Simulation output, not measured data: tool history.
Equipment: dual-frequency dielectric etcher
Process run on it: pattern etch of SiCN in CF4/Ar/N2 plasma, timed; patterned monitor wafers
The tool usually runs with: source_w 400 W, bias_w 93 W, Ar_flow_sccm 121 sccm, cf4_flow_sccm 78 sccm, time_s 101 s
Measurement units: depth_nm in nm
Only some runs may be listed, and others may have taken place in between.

run,hour,source_w,bias_w,Ar_flow_sccm,cf4_flow_sccm,time_s,wafers since the last listed run,hours since the last wet clean,hours since the last source power generator calibration,hours since the last bias power generator calibration,hours since the last Ar flow controller change,hours since the last CF4 flow controller change,hours since the last upper electrode change,hours since the gauge calibration,"read-back reference wafer on the same gauge, depth_nm",depth_nm
1,0,400,93,121,78,101,0,387.8,4190.2,2014.7,1478.7,210,3687.2,1436.2,80.6,81.8
# hour 37.6: bias power generator calibrated
2,40.6,400,93,121,78,115,296,428.4,4230.8,3,1519.3,250.6,3727.8,1476.8,80.6,93.3
3,93.1,400,93,121,78,115,425,480.9,4283.3,55.5,1571.8,303.1,3780.3,1529.3,80.6,93.6
# hour 99.8: source power generator calibrated
4,139.1,400,93,121,74,101,340,526.9,39.3,101.5,1617.8,349.1,3826.3,1575.3,80.6,85.1
# hour 205.8: wet clean of the chamber
5,206.3,400,104,121,78,101,349,0.5,106.5,168.7,1685,416.3,3893.5,1642.5,80.6,86.8
# hour 242.1: gauge calibrated
6,245.3,400,104,121,78,101,315,39.5,145.5,207.7,1724,455.3,3932.5,3.2,80.6,87.4
7,314.6,400,93,121,78,115,561,108.8,214.8,277,1793.3,524.6,4001.8,72.5,80.6,95.3
8,373.4,330,93,138,78,101,476,167.6,273.6,335.8,1852.1,583.4,4060.6,131.3,80.6,68.5
9,444.8,400,93,121,78,101,578,239,345,407.2,1923.5,654.8,4132,202.7,80.6,83.8
10,469.9,400,93,121,78,101,203,264.1,370.1,432.3,1948.6,679.9,4157.1,227.8,80.6,84.4
# hour 527.8: Ar flow controller replaced
# hour 547.6: upper electrode replaced
11,548.1,300,93,121,78,101,424,342.3,448.3,510.5,20.3,758.1,0.5,306,80.6,65.1
12,569.5,400,101,121,96,93,173,363.7,469.7,531.9,41.7,779.5,21.9,327.4,80.6,81.9
13,601.7,400,99,121,78,82,260,395.9,501.9,564.1,73.9,811.7,54.1,359.6,80.5,70.3
14,631.9,490,93,106,95,82,244,426.1,532.1,594.3,104.1,841.9,84.3,389.8,80.6,85.9
15,679.8,340,109,121,78,101,388,474,580,642.2,152,889.8,132.2,437.7,80.6,78.1
# hour 721.6: wet clean of the chamber
16,726.8,400,93,121,78,71.5,186,5.2,627,689.2,199,936.8,179.2,484.7,80.6,58.4
17,814,310,73,121,61,101,706,92.4,714.2,776.4,286.2,1024,266.4,571.9,80.6,57.8
18,854.2,400,83,121,78,101,325,132.6,754.4,816.6,326.4,1064.2,306.6,612.1,80.6,78.9
19,893.7,310,93,121,78,101,320,172.1,793.9,856.1,365.9,1103.7,346.1,651.6,80.6,65.8
20,933.8,400,93,121,78,115,324,212.2,834,896.2,406,1143.8,386.2,691.7,80.6,94.3
21,986.4,480,81,130,78,101,426,264.8,886.6,948.8,458.6,1196.4,438.8,744.3,80.6,91.3

Below are 4 alternative next runs, each starting from the tool's condition after run 21. Predict each:
A,986.8,400,93,121,78,101,3,265.2,887,949.2,459,1196.8,439.2,744.7,?,?
B,986.8,320,71,121,78,114,3,265.2,887,949.2,459,1196.8,439.2,744.7,?,?
C,986.8,400,86,130,78,101,3,265.2,887,949.2,459,1196.8,439.2,744.7,?,?
D,986.8,400,80,121,91,101,3,265.2,887,949.2,459,1196.8,439.2,744.7,?,?

run,"read-back reference wafer on the same gauge, depth_nm",depth_nm
A,80.6,83.1
B,80.6,68.6
C,80.6,79.4
D,80.6,79.5
Had the tool no hidden state, the same runs would have come out as:
run,depth_nm
A,83.1
B,68.5
C,79.4
D,79.5

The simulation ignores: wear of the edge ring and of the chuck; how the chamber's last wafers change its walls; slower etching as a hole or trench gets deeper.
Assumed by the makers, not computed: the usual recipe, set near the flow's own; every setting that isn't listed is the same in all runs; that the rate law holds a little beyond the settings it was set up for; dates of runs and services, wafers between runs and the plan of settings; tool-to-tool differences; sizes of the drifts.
